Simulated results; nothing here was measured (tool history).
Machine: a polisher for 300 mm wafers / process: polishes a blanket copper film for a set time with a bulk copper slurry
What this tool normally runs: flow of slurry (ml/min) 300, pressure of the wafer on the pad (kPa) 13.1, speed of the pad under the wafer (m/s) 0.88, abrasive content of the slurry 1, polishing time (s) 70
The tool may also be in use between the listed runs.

run	hour	flow of slurry (ml/min)	pressure of the wafer on the pad (kPa)	speed of the pad under the wafer (m/s)	abrasive content of the slurry	polishing time (s)	incoming thickness of the incoming film, nm	film removed (nm)
1	0	300	13.1	0.88	1	70	3479.1	420.8
# hour 2.7: slurry blender recalibrated
# hour 57.3: slurry nozzle cleaned
2	67.1	300	13.1	0.88	1	70	3416.1	422.1
# hour 102.2: worn pad replaced by a new one
3	121.9	300	13.1	0.88	1	70	3498.2	418.5
4	179.6	300	13.1	0.88	1	70	3512.4	420.1
5	250.7	300	13.1	0.88	1	70	3477.2	414.8
6	288.2	380	13.1	0.88	1	70	3477.4	421.1
7	350.4	300	13.1	0.88	1	70	3490.6	410.5
# hour 358: head pressure recalibrated
# hour 375.3: slurry blender recalibrated
8	383.2	300	13.1	0.88	1	70	3453.2	446.7
9	411.9	255	13.1	1.06	1	70	3444.3	535
10	438.3	300	13.1	0.88	1	70	3486.3	450.9
# hour 498.7: worn pad replaced by a new one
11	521.1	300	13.1	0.6	1.3	70	3483.9	327.5
12	546.7	300	17.9	0.88	1	59	3451.5	487.3
# hour 584.7: slurry nozzle cleaned
13	618.3	300	13.1	0.62	1	70	3501.2	313
14	665.1	235	15.2	0.72	1	77	3463	435.8
15	726.5	300	13.1	0.88	1	70	3493.7	439.1
16	761.9	260	15.9	0.88	0.75	70	3548.5	472.2
17	801.2	300	13.1	0.58	1.15	70	3433	297.5
# hour 830: slurry blender recalibrated
18	870.5	360	13.1	0.88	1	70	3491.4	436.4
19	904.9	300	13.1	0.88	1	70	3479.5	431.3
# hour 950.7: worn pad replaced by a new one
20	959.7	300	15.2	0.88	1	70	3489.6	482.5
21	997	300	13.1	0.62	1	62	3473.7	266
22	1064.8	360	13.1	0.88	1.2	57	3443.2	368.8
23	1129	300	13.1	0.88	1	70	3480.4	428.2
# hour 1140.9: slurry nozzle cleaned
24	1183.1	300	13.1	0.88	1	70	3471.2	423.5
25	1236.7	300	15.9	0.96	1.3	85	3504.1	687.5
# hour 1252: slurry blender recalibrated
26	1262.8	300	17.9	0.88	0.8	70	3486.3	517.6
27	1305	300	13.1	0.88	1	89	3533.8	534.8
28	1337.3	300	13.1	0.6	1.3	70	3414.5	302.8
# hour 1357.9: worn pad replaced by a new one
29	1393.1	300	11	0.58	1	79	3457.3	270.9

5 options for the next run, each taken on its own from the tool as it stands now. Forecast them:
A	1393.5	300	13.1	0.88	1	70	3442.6	?
B	1393.5	300	10.3	0.88	1.25	70	3442.6	?
C	1393.5	300	15.9	1	1	70	3442.6	?
D	1393.5	300	13.1	0.74	1	51	3442.6	?
E	1393.5	340	13.1	0.88	1	70	3442.6	?

run	film removed (nm)
A	414
B	363.2
C	547.4
D	253.6
E	418.8
What these runs would have given with no unlogged condition in the tool:
run	film removed (nm)
A	448.8
B	393.8
C	593.5
D	275
E	454

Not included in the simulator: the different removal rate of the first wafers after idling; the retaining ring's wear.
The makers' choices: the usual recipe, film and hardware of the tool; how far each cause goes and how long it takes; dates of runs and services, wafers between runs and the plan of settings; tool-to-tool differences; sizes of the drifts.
